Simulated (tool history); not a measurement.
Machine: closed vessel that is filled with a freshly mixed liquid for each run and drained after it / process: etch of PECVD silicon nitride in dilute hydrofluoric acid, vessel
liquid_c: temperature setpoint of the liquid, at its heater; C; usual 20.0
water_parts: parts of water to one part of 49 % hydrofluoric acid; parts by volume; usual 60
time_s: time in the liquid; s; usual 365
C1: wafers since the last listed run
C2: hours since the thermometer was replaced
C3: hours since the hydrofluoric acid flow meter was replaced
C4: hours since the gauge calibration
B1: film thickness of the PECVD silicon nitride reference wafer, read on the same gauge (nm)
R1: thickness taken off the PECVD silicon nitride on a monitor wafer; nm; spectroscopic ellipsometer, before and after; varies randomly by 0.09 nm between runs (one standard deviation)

run 1 hour=0.0 | liquid_c=20.0 water_parts=60 time_s=365 | C1=0 C2=1722.0 C3=1433.2 C4=334.9 | B1=39.98 | R1=15.20
run 2 hour=186.5 | liquid_c=20.0 water_parts=60 time_s=365 | C1=19167 C2=1908.5 C3=1619.7 C4=521.4 | B1=40.00 | R1=15.40
run 3 hour=215.4 | liquid_c=20.0 water_parts=45 time_s=365 | C1=2970 C2=1937.4 C3=1648.6 C4=550.3 | B1=40.01 | R1=20.34
run 4 hour=277.4 | liquid_c=20.0 water_parts=45 time_s=365 | C1=6371 C2=1999.4 C3=1710.6 C4=612.3 | B1=40.01 | R1=20.49
run 5 hour=324.7 | liquid_c=20.0 water_parts=45 time_s=365 | C1=4861 C2=2046.7 C3=1757.9 C4=659.6 | B1=39.97 | R1=20.58
run 6 hour=396.1 | liquid_c=20.0 water_parts=70 time_s=365 | C1=7337 C2=2118.1 C3=1829.3 C4=731.0 | B1=40.00 | R1=13.44
run 7 hour=422.9 | liquid_c=20.0 water_parts=70 time_s=365 | C1=2754 C2=2144.9 C3=1856.1 C4=757.8 | B1=39.97 | R1=13.28
run 8 hour=454.0 | liquid_c=20.0 water_parts=60 time_s=365 | C1=3196 C2=2176.0 C3=1887.2 C4=788.9 | B1=39.99 | R1=15.72
-- hour=470.8 hydrofluoric acid flow meter replaced
run 9 hour=506.0 | liquid_c=20.0 water_parts=60 time_s=365 | C1=5241 C2=2228.0 C3=35.2 C4=840.9 | B1=40.02 | R1=13.91
run 10 hour=534.7 | liquid_c=17.0 water_parts=80 time_s=365 | C1=2949 C2=2256.7 C3=63.9 C4=869.6 | B1=40.01 | R1=8.69
run 11 hour=575.5 | liquid_c=17.0 water_parts=60 time_s=465 | C1=4193 C2=2297.5 C3=104.7 C4=910.4 | B1=39.98 | R1=14.40
run 12 hour=599.9 | liquid_c=17.0 water_parts=75 time_s=425 | C1=2507 C2=2321.9 C3=129.1 C4=934.8 | B1=40.02 | R1=10.73
-- hour=605.7 gauge calibrated
run 13 hour=665.5 | liquid_c=22.5 water_parts=35 time_s=240 | C1=6741 C2=2387.5 C3=194.7 C4=59.8 | B1=39.97 | R1=18.87
run 14 hour=707.9 | liquid_c=20.0 water_parts=40 time_s=365 | C1=4357 C2=2429.9 C3=237.1 C4=102.2 | B1=40.00 | R1=21.18
-- hour=716.6 thermometer replaced
run 15 hour=738.3 | liquid_c=20.0 water_parts=70 time_s=365 | C1=3021 C2=21.7 C3=267.5 C4=132.6 | B1=39.97 | R1=12.15
run 16 hour=804.2 | liquid_c=20.0 water_parts=60 time_s=365 | C1=6772 C2=87.6 C3=333.4 C4=198.5 | B1=40.01 | R1=14.29
run 17 hour=874.0 | liquid_c=18.5 water_parts=40 time_s=570 | C1=7173 C2=157.4 C3=403.2 C4=268.3 | B1=39.98 | R1=29.87
run 18 hour=919.0 | liquid_c=25.0 water_parts=35 time_s=555 | C1=4624 C2=202.4 C3=448.2 C4=313.3 | B1=40.00 | R1=52.13
run 19 hour=974.6 | liquid_c=17.0 water_parts=70 time_s=215 | C1=5714 C2=258.0 C3=503.8 C4=368.9 | B1=39.99 | R1=5.81
run 20 hour=1005.9 | liquid_c=22.5 water_parts=60 time_s=365 | C1=3216 C2=289.3 C3=535.1 C4=400.2 | B1=40.00 | R1=17.33
run 21 hour=1061.3 | liquid_c=18.0 water_parts=85 time_s=540 | C1=5693 C2=344.7 C3=590.5 C4=455.6 | B1=40.01 | R1=13.19

Below are 4 alternative next runs, each starting from the tool's condition after run 21. Predict each:
run A hour=1062.1 | liquid_c=23.5 water_parts=60 time_s=365 | C1=82 C2=345.5 C3=591.3 C4=456.4 | B1=? | R1=?
run B hour=1062.1 | liquid_c=17.0 water_parts=60 time_s=520 | C1=82 C2=345.5 C3=591.3 C4=456.4 | B1=? | R1=?
run C hour=1062.1 | liquid_c=20.0 water_parts=80 time_s=540 | C1=82 C2=345.5 C3=591.3 C4=456.4 | B1=? | R1=?
run D hour=1062.1 | liquid_c=17.0 water_parts=60 time_s=555 | C1=82 C2=345.5 C3=591.3 C4=456.4 | B1=? | R1=?

run=A B1=40.01 R1=18.34
run=B B1=40.01 R1=16.67
run=C B1=40.01 R1=16.13
run=D B1=40.01 R1=17.79
Had the tool no hidden state, the same runs would have come out as:
run=A R1=17.47
run=B R1=15.89
run=C R1=15.38
run=D R1=16.96
